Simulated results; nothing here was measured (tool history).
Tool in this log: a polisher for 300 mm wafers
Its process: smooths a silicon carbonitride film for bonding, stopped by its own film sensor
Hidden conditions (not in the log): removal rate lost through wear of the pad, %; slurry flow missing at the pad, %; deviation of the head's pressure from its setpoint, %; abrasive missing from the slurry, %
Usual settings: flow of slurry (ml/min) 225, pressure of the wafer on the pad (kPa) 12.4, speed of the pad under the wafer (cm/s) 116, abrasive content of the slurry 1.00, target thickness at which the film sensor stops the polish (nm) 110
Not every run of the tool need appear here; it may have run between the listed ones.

run   hour  flow of slurry (ml/min)  pressure of the wafer on the pad (kPa)  speed of the pad under the wafer (cm/s)  abrasive content of the slurry  target thickness at which the film sensor stops the polish (nm)  wafers since the last listed run  wafers polished on this pad  hours since the slurry nozzle was cleaned  hours since the head pressure was calibrated  hours since the slurry blender was calibrated  incoming thickness of the incoming film, nm  time until the film sensor stopped the polish (s)
  1    0.0                      225                                    12.4                                      116                            1.00                                                              110                                 0                           22                                      533.9                                         969.7                                          118.1                                        140.9                                              132.4
  2    8.1                      225                                    12.4                                      116                            1.00                                                              110                                73                           96                                      542.0                                         977.8                                          126.2                                        138.3                                              121.4
  3   21.5                      225                                    12.4                                      116                            1.00                                                              105                               121                          218                                      555.4                                         991.2                                          139.6                                        138.8                                              145.2
      39.2  -- slurry blender recalibrated
      41.4  -- head pressure recalibrated
  4   41.9                      225                                    12.4                                      116                            1.00                                                              105                               149                          367                                      575.8                                           0.5                                            2.7                                        139.5                                              154.1
  5   45.5                      225                                    12.4                                      116                            1.00                                                              110                                32                          400                                      579.4                                           4.1                                            6.3                                        138.3                                              125.6
  6   53.6                      225                                    12.4                                      116                            1.00                                                              110                                73                          473                                      587.5                                          12.2                                           14.4                                        142.0                                              142.5
  7   68.1                      225                                    12.4                                      116                            1.00                                                              117                               132                          605                                      602.0                                          26.7                                           28.9                                        139.4                                              101.0
  8   76.4                      185                                     9.7                                      116                            1.00                                                              110                                75                          681                                      610.3                                          35.0                                           37.2                                        139.4                                              170.0
  9   94.0                      225                                    11.0                                       92                            1.00                                                              110                               160                          841                                      627.9                                          52.6                                           54.8                                        139.9                                              168.2
     105.6  -- worn pad replaced by a new one
 10  106.1                      245                                    11.0                                      116                            1.00                                                              115                                73                            4                                      640.0                                          64.7                                           66.9                                        140.3                                              116.1
 11  112.1                      225                                     9.7                                      150                            1.00                                                              105                                54                           59                                      646.0                                          70.7                                           72.9                                        139.1                                              159.9
 12  120.6                      225                                    12.4                                      116                            1.00                                                              110                                77                          136                                      654.5                                          79.2                                           81.4                                        138.3                                              121.2
 13  132.1                      225                                    12.4                                      116                            0.85                                                              100                               104                          241                                      666.0                                          90.7                                           92.9                                        139.3                                              197.3
 14  142.9                      180                                    12.4                                      116                            0.80                                                              110                                98                          339                                      676.8                                         101.5                                          103.7                                        139.8                                              167.6
 15  150.2                      225                                    12.4                                      116                            1.00                                                              110                                66                          406                                      684.1                                         108.8                                          111.0                                        136.8                                              117.6
 16  164.3                      145                                    11.0                                      116                            1.00                                                              110                               128                          534                                      698.2                                         122.9                                          125.1                                        139.0                                              168.5
     173.1  -- slurry blender recalibrated
 17  180.5                      225                                    12.4                                      142                            0.80                                                              113                               129                          663                                      714.4                                         139.1                                            7.4                                        138.3                                              127.2
 18  203.3                      265                                    12.4                                      116                            1.00                                                              110                               207                          871                                      737.2                                         161.9                                           30.2                                        138.3                                              126.0
     213.2  -- worn pad replaced by a new one
     219.6  -- slurry nozzle cleaned
 19  220.1                      225                                    12.4                                      116                            1.15                                                              118                               107                           53                                        0.5                                         178.7                                           47.0                                        141.4                                               91.5
 20  233.8                      225                                    12.4                                      116                            1.00                                                              110                               124                          178                                       14.2                                         192.4                                           60.7                                        140.2                                              131.2
 21  246.9                      225                                    11.0                                      116                            0.85                                                              115                               119                          297                                       27.3                                         205.5                                           73.8                                        139.3                                              135.2
 22  298.7                      225                                    12.4                                      104                            1.00                                                              110                               471                          769                                       79.1                                         257.3                                          125.6                                        140.3                                              147.7
 23  313.3                      225                                    12.4                                      116                            1.00                                                              110                               132                          902                                       93.7                                         271.9                                          140.2                                        142.0                                              150.0
     318.7  -- worn pad replaced by a new one
     319.2  -- slurry blender recalibrated
 24  330.8                      225                                    12.4                                      116                            1.00                                                              110                               118                          105                                      111.2                                         289.4                                           11.6                                        140.4                                              130.7
 25  341.9                      280                                    13.8                                      156                            1.00                                                              110                               101                          206                                      122.3                                         300.5                                           22.7                                        142.2                                              107.2
 26  356.6                      225                                    10.3                                      144                            1.00                                                              110                               133                          340                                      137.0                                         315.2                                           37.4                                        141.6                                              146.1
 27  372.3                      225                                    16.5                                      116                            1.00                                                              107                               142                          483                                      152.7                                         330.9                                           53.1                                        140.4                                              118.5
 28  388.7                      295                                     8.3                                      116                            1.00                                                              110                               149                          632                                      169.1                                         347.3                                           69.5                                        142.2                                              190.6
 29  399.4                      225                                    12.4                                      116                            1.00                                                              110                                97                          730                                      179.8                                         358.0                                           80.2                                        140.1                                              135.8

Predict each of these 5 candidate next runs independently; none follows another, all start after run 29:
  A  399.9                      225                                    15.2                                      116                            1.00                                                              110                                 4                          734                                      180.3                                         358.5                                           80.7                                        140.7                                                  ?
  B  399.9                      295                                    12.4                                      116                            1.00                                                              110                                 4                          734                                      180.3                                         358.5                                           80.7                                        140.7                                                  ?
  C  399.9                      225                                    13.8                                      146                            1.25                                                              110                                 4                          734                                      180.3                                         358.5                                           80.7                                        140.7                                                  ?
  D  399.9                      225                                    14.5                                      116                            0.90                                                              110                                 4                          734                                      180.3                                         358.5                                           80.7                                        140.7                                                  ?
  E  399.9                      260                                    12.4                                      116                            1.00                                                              118                                 4                          734                                      180.3                                         358.5                                           80.7                                        140.7                                                  ?

run  time until the film sensor stopped the polish (s)
  A                                              116.9
  B                                              132.1
  C                                               97.9
  D                                              132.8
  E                                               99.3
Take away the tool's hidden state, keep each run's random variation, and the runs would have read:
run  time until the film sensor stopped the polish (s)
  A                                              109.0
  B                                              123.1
  C                                               91.3
  D                                              123.8
  E                                               92.5

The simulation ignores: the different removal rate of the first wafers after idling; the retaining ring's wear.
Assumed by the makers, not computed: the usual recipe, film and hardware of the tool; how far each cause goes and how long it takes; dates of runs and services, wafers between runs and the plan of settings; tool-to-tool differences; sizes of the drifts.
